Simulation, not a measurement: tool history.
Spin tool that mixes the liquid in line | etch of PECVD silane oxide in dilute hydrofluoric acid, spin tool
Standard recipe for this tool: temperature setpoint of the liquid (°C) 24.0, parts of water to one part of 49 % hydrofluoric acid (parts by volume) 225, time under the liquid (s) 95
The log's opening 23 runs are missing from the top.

run	hour	temperature setpoint of the liquid (°C)	parts of water to one part of 49 % hydrofluoric acid (parts by volume)	time under the liquid (s)	wafers since the last listed run	hours since the thermometer was replaced	hours since the hydrofluoric acid flow meter was replaced	hours since the gauge calibration	read-back film thickness of the PECVD silane oxide reference wafer, read on the same gauge (nm)	thickness taken off the PECVD silane oxide on a monitor wafer (Å)
24	601.7	24.0	225	140	296	221.9	423.4	868.4	76.93	91.5
25	663.8	24.0	225	95	513	284.0	485.5	930.5	76.73	61.7
26	691.0	28.5	175	145	225	311.2	512.7	957.7	76.63	150.5
27	712.1	24.0	225	95	174	332.3	533.8	978.8	76.59	61.2
# hour 712.8: gauge calibrated
# hour 734.8: hydrofluoric acid flow meter replaced
28	816.9	22.0	265	110	859	437.1	82.1	104.1	79.53	55.8
29	836.1	21.0	195	95	158	456.3	101.3	123.3	79.47	67.7
30	867.9	24.0	155	60	263	488.1	133.1	155.1	79.38	62.3
31	893.0	24.0	225	95	207	513.2	158.2	180.2	79.29	63.7
32	944.4	26.5	175	40	425	564.6	209.6	231.6	79.12	39.7

Alternative continuations, all from the tool just after run 32; predict every row:
A	944.8	24.0	225	95	3	565.0	210.0	232.0	?	?
B	944.8	24.0	290	95	3	565.0	210.0	232.0	?	?
C	944.8	24.0	125	95	3	565.0	210.0	232.0	?	?

run	read-back film thickness of the PECVD silane oxide reference wafer, read on the same gauge (nm)	thickness taken off the PECVD silane oxide on a monitor wafer (Å)
A	79.13	63.0
B	79.13	45.8
C	79.13	126.7
The same runs, with their run-to-run variation unchanged, on a tool lacking any hidden condition would have given:
run	thickness taken off the PECVD silane oxide on a monitor wafer (Å)
A	63.7
B	46.3
C	128.1
